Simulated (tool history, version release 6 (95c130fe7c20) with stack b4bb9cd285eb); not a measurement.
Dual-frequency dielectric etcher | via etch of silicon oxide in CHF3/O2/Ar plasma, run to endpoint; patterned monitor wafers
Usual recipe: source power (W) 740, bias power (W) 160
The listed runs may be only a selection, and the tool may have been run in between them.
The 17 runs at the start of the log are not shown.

run	day	source power (W)	bias power (W)	wafers since the last listed run	hours since the last wet clean	hours since the last source power generator calibration	hours since the last bias power generator calibration	hours since the last upper electrode change	incoming incoming film thickness, nm	endpoint time (s)
18	33.488	740	160	121	429.2	2245.0	2973.5	514.8	783.1	376.9
# day 36.946: wet clean of the chamber
19	36.967	830	197	261	0.5	2328.5	3057.0	598.3	792.4	358.7
20	38.738	740	160	186	43.0	2371.0	3099.5	640.8	790.2	400.6
21	41.542	740	147	295	110.3	2438.3	3166.8	708.1	787.6	407.2
22	42.638	740	131	115	136.6	2464.6	3193.1	734.4	787.4	418.3
# day 42.833: source power generator calibrated
23	44.600	910	133	189	183.7	42.4	3240.2	781.5	789.1	382.6
# day 47.546: bias power generator calibrated
24	47.567	860	171	295	254.9	113.6	0.5	852.7	782.6	358.2
25	48.667	680	160	115	281.3	140.0	26.9	879.1	788.3	408.7
26	51.550	740	160	304	350.5	209.2	96.1	948.3	788.1	394.7
27	53.367	790	160	191	394.1	252.8	139.7	991.9	782.7	378.2
# day 56.475: wet clean of the chamber
28	56.496	740	160	224	0.5	327.9	214.8	1067.0	790.2	393.5
29	58.104	740	160	169	39.1	366.5	253.4	1105.6	779.8	391.5
30	59.746	740	133	173	78.5	405.9	292.8	1145.0	783.7	415.3
31	61.812	630	130	217	128.1	455.5	342.4	1194.6	781.5	446.6
32	64.179	740	160	249	184.9	512.3	399.2	1251.4	788.5	389.6
33	66.175	740	188	210	232.8	560.2	447.1	1299.3	789.4	369.4
34	69.033	830	197	301	301.4	628.8	515.7	1367.9	791.5	353.2
35	71.008	570	187	208	348.8	676.2	563.1	1415.3	789.7	411.2
36	73.804	830	197	294	415.9	743.3	630.2	1482.4	793.2	345.3

What if the next run were any one of these 3? Each begins from the tool's condition after run 36:
A	73.825	740	160	1	416.4	743.8	630.7	1482.9	783.2	?
B	73.825	870	160	1	416.4	743.8	630.7	1482.9	783.2	?
C	73.825	880	190	1	416.4	743.8	630.7	1482.9	783.2	?

run	endpoint time (s)
A	388.5
B	364.6
C	344.2
Stripped of hidden state, with their random variation kept, the same runs would have yielded:
run	endpoint time (s)
A	401.4
B	376.7
C	355.7
